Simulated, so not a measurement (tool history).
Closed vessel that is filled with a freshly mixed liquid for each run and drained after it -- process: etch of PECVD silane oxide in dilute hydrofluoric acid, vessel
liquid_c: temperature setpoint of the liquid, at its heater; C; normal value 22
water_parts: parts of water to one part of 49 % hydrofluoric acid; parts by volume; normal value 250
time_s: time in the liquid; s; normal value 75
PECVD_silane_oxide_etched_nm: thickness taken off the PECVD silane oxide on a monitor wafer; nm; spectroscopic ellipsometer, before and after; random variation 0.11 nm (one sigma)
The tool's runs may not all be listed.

run,hour,liquid_c,water_parts,time_s,wafers since the last listed run,hours since the thermometer was replaced,hours since the hydrofluoric acid flow meter was replaced,hours since the gauge calibration,"read-back film thickness of the PECVD silane oxide reference wafer, read on the same gauge (nm)",PECVD_silane_oxide_etched_nm
1,0,22,250,75,0,1127.3,2182.7,138.6,40.01,10.96
2,10.8,22,250,75,685,1138.1,2193.5,149.4,40.02,10.96
3,22.1,22,250,75,717,1149.4,2204.8,160.7,40.03,11.29
4,39.1,22,250,75,1079,1166.4,2221.8,177.7,39.99,10.95
5,46.1,22,250,75,444,1173.4,2228.8,184.7,39.99,11.4
6,61.3,22,250,75,965,1188.6,2244,199.9,40,11.17
7,75.9,22,250,90,927,1203.2,2258.6,214.5,40,13.37
8,82.9,22,250,90,444,1210.2,2265.6,221.5,39.99,13.52
9,100.3,22,250,75,1105,1227.6,2283,238.9,39.99,11.19
10,108.5,22,250,75,520,1235.8,2291.2,247.1,39.99,11.18
11,122.5,22,250,75,889,1249.8,2305.2,261.1,40,11.13
# hour 130.2: hydrofluoric acid flow meter replaced
12,132.4,22,250,75,565,1259.7,2.2,271,40,11.39
13,139.5,22,250,75,450,1266.8,9.3,278.1,40,11.37
# hour 146.8: thermometer replaced
14,153,22,250,75,793,6.2,22.8,291.6,40.01,11.15
15,160,24.5,310,75,444,13.2,29.8,298.6,40.01,9.33
16,169.6,22,250,75,609,22.8,39.4,308.2,40.02,11.21
17,176.7,25.5,140,35,450,29.9,46.5,315.3,40.01,11.72

Run 18 has not been measured yet. What should we expect?
18,185.3,22,250,75,546,38.5,55.1,323.9,?,?

read-back film thickness of the PECVD silane oxide reference wafer, read on the same gauge (nm): 40
PECVD_silane_oxide_etched_nm: 11.24 nm
With the hidden condition absent and the run-to-run variation left alone, this run would have shown PECVD_silane_oxide_etched_nm 11.24 nm.
